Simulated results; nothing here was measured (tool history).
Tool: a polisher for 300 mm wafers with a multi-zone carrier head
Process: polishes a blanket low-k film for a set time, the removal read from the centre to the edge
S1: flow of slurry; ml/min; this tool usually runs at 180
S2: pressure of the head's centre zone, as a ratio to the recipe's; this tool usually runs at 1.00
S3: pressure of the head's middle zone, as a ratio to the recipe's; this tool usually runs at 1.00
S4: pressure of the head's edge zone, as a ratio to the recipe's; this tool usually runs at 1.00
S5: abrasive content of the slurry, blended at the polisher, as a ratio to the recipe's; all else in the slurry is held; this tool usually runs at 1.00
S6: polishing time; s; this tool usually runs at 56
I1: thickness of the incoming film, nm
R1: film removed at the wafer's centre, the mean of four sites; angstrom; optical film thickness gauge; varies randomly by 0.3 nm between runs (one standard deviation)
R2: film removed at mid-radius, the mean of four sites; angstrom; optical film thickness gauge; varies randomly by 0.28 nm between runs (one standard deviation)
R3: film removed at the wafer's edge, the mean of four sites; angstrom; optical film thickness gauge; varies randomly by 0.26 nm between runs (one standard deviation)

run    hour   S1    S2    S3    S4    S5  S6     I1   R1   R2   R3
  1     0.0  180  1.00  1.00  1.00  1.00  56  480.1  196  194  196
       22.3  -- slurry nozzle cleaned
  2    99.9  180  1.00  1.00  1.00  1.00  56  480.6  189  191  188
  3   159.6  180  1.00  1.00  1.00  1.00  56  484.0  185  190  190
      198.6  -- worn pad replaced by a new one
      212.6  -- edge zone pressure recalibrated
  4   249.9  180  1.00  1.00  1.00  1.00  56  480.4  211  205  203
  5   336.9  180  1.00  1.00  1.00  1.00  56  479.2  199  190  192
  6   373.3  180  1.00  1.00  1.00  1.00  56  473.2  196  187  188
      472.9  -- carrier head's membrane replaced by a new one
  7   473.4  180  1.00  1.00  1.00  1.00  56  478.4  189  187  189
      533.3  -- worn pad replaced by a new one, of another model than before
  8   537.1  180  1.00  0.95  1.00  1.00  56  482.8  219  217  220
  9   634.0  180  1.00  0.95  1.00  1.00  56  478.3  202  196  202
      692.2  -- slurry nozzle cleaned
 10   700.0  180  1.00  0.95  1.00  1.00  56  485.5  194  192  194
 11   806.2  180  1.00  0.94  1.00  0.75  56  473.3  162  151  158
      847.9  -- edge zone pressure recalibrated
      872.7  -- worn pad replaced by a new one
 12   884.2  180  1.04  1.00  1.00  1.00  56  471.2  224  220  215
 13   971.4  180  1.00  1.00  1.00  1.00  56  480.9  197  199  202
 14  1065.8  180  1.00  0.89  1.07  1.00  74  479.5  258  234  263
 15  1117.2  135  1.00  1.03  1.09  1.25  56  481.1  209  209  215
     1144.5  -- worn pad replaced by a new one
     1168.3  -- centre zone pressure recalibrated
 16  1187.2  200  0.88  1.09  1.00  1.00  72  487.1  231  278  266
     1218.9  -- carrier head's membrane replaced by a new one
 17  1271.6  180  1.00  1.00  1.00  1.00  56  480.2  193  191  194
     1287.0  -- slurry nozzle cleaned
 18  1329.7  180  1.00  1.00  1.00  1.00  37  476.7  125  125  121
 19  1372.3  155  0.90  1.00  1.07  1.00  50  483.9  146  163  170
     1409.6  -- edge zone pressure recalibrated
 20  1438.2  140  1.00  1.00  0.89  1.15  56  476.4  195  197  185
     1478.3  -- worn pad replaced by a new one
 21  1509.5  225  1.00  1.04  1.00  0.85  56  475.2  192  203  196

Alternative continuations, all from the tool just after run 21; predict every row:
  A  1509.9  180  1.00  1.00  1.00  1.00  56  479.4   ?   ?   ?
  B  1509.9  180  0.91  0.88  1.00  0.90  70  479.4   ?   ?   ?
  C  1509.9  180  1.00  1.00  1.08  1.00  56  479.4   ?   ?   ?
  D  1509.9  180  1.00  1.00  0.92  1.00  56  479.4   ?   ?   ?

run   R1   R2   R3
  A  213  213  207
  B  227  231  244
  C  213  213  215
  D  213  213  199
Stripped of hidden state, with their random variation kept, the same runs would have yielded:
run   R1   R2   R3
  A  222  223  216
  B  237  241  254
  C  222  223  225
  D  222  223  208

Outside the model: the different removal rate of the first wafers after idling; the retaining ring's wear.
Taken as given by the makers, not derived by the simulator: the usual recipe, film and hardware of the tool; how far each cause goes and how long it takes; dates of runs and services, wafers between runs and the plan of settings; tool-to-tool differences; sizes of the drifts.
